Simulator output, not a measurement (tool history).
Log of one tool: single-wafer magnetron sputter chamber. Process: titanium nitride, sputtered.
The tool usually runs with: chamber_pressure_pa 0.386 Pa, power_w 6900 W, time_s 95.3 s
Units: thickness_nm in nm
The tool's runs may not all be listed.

run	hour	chamber_pressure_pa	power_w	time_s	read-back reference wafer on the same gauge, thickness_nm	thickness_nm
1	0	0.386	6900	95.3	115.066	117.394
2	30	0.386	6350	95.3	115.104	109.328
# hour 84.2: sputter target and shields replaced
3	101.8	0.386	6350	95.3	114.997	111.895
4	169.5	0.386	6900	95.3	114.934	120.593
5	330.6	0.386	6900	95.3	114.992	118.864
# hour 370.3: capacitance manometer re-zeroed and calibrated
6	397.2	0.386	6900	95.3	115.001	115.854
7	424.9	0.386	6900	95.3	115.041	117.118
# hour 462.2: magnet pack replaced
8	462.7	0.386	6900	95.3	115.016	116.128
9	518.3	0.386	6900	95.3	114.927	116.778
10	587.1	0.503	6900	95.3	114.889	109.521
11	656	0.249	8350	95.3	114.915	147.683
# hour 662.8: gauge calibrated
# hour 710.4: sputter target and shields replaced
12	725.9	0.386	6900	95.3	115.065	119.231
13	790.2	0.291	5800	109.2	114.938	119.227
14	826.5	0.527	5900	113.4	115.009	113.411
15	854.7	0.386	6900	95.3	114.999	117.551
16	888	0.386	7600	107.9	114.971	146.307
17	919.9	0.386	6900	104.9	115.043	128.731
18	974.2	0.386	6900	95.3	115.064	116.556
19	1029.5	0.303	5850	106.3	115.009	114.791
20	1116.9	0.337	5800	95.3	114.871	100.75
21	1172.2	0.435	7900	80.8	114.958	110.381

What if the next run were any one of these 4? Each begins from the tool's condition after run 21:
A	1172.6	0.291	6900	95.3	?	?
B	1172.6	0.465	6900	104	?	?
C	1172.6	0.386	6900	87.6	?	?
D	1172.6	0.524	6000	95.3	?	?

run	read-back reference wafer on the same gauge, thickness_nm	thickness_nm
A	114.96	120.729
B	114.96	122.346
C	114.96	106.55
D	114.96	95.6
The same runs, with their run-to-run variation unchanged, on a tool lacking any hidden condition would have given:
run	thickness_nm
A	124.051
B	125.346
C	109.306
D	97.851
